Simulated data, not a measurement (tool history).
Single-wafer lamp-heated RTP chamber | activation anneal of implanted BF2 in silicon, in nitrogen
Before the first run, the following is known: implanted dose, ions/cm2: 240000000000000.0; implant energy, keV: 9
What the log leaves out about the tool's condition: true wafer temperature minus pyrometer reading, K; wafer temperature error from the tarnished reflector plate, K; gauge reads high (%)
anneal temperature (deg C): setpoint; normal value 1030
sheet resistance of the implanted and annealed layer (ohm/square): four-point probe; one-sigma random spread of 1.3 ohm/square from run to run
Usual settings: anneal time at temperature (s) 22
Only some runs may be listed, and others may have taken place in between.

run,hour,anneal temperature (deg C),anneal time at temperature (s),wafers since the last listed run,wafers since the last pyrometer calibration,wafers since the reflector plate was cleaned,hours since the gauge calibration,"read-back reference wafer on the same gauge, sheet resistance",sheet resistance of the implanted and annealed layer (ohm/square)
1,0.0,1030,22,0,3363,6788,27.7,631.96,558.34
# hour 0.9: reflector plate cleaned
2,54.6,1030,22,429,3793,429,82.3,631.97,561.78
3,106.3,1030,22,413,4206,842,134.0,632.46,560.83
4,135.1,1030,22,230,4436,1072,162.8,631.91,560.25
5,205.5,1030,22,562,4998,1634,233.2,631.93,561.25
6,303.6,1030,22,783,5782,2418,331.3,632.02,559.93
7,368.7,1030,22,520,6302,2939,396.4,632.04,559.77
8,439.1,1030,22,562,6865,3501,466.8,632.11,560.95
9,473.0,1030,22,270,7136,3772,500.7,632.00,559.30
10,515.6,1030,22,340,7476,4112,543.3,631.56,556.58
# hour 624.3: pyrometer window cleaned and pyrometer calibrated
11,697.6,1030,22,1390,585,5503,725.3,631.77,556.23
12,764.4,1030,22,533,1119,6037,792.1,631.99,556.09
13,789.4,1030,31,199,1319,6236,817.1,632.07,546.95
14,823.2,1030,22,270,1589,6506,850.9,631.95,554.83
15,862.1,1030,22,310,1900,6817,889.8,631.85,554.40
# hour 892.4: pyrometer window cleaned and pyrometer calibrated, repeated, since the last time left the tool worse
# hour 918.3: gauge calibrated
16,922.3,1030,22,417,238,7234,4.0,632.56,562.55
17,992.8,1017,15,563,802,7798,74.5,631.87,580.52
# hour 1012.3: reflector plate cleaned
18,1057.4,1030,22,452,1254,360,139.1,632.23,563.13
19,1085.6,1047,25,225,1479,585,167.3,632.17,551.39
20,1111.0,1009,34,202,1682,788,192.7,632.37,567.51
21,1150.5,1030,22,315,1998,1104,232.2,632.32,564.27
22,1193.2,1018,22,341,2339,1445,274.9,632.31,570.03
23,1232.3,1056,11,312,2652,1757,314.0,632.36,562.79
24,1271.1,1030,22,310,2962,2067,352.8,632.10,562.08
25,1315.4,1021,16,353,3316,2421,397.1,631.74,575.99
26,1355.1,1057,22,317,3633,2739,436.8,632.11,548.89
27,1398.6,1047,35,347,3981,3086,480.3,632.24,541.24

Alternative continuations, all from the tool just after run 27; predict every row:
A,1399.0,1059,22,3,3984,3090,480.7,?,?
B,1399.0,1041,22,3,3984,3090,480.7,?,?
C,1399.0,1038,30,3,3984,3090,480.7,?,?
D,1399.0,1049,32,3,3984,3090,480.7,?,?
E,1399.0,1057,18,3,3984,3090,480.7,?,?

run,"read-back reference wafer on the same gauge, sheet resistance",sheet resistance of the implanted and annealed layer (ohm/square)
A,631.79,544.53
B,631.79,553.14
C,631.79,547.72
D,631.79,540.88
E,631.79,549.95
The same runs, with their run-to-run variation unchanged, on a tool lacking any hidden condition would have given:
run,sheet resistance of the implanted and annealed layer (ohm/square)
A,546.22
B,554.80
C,549.30
D,542.67
E,551.43
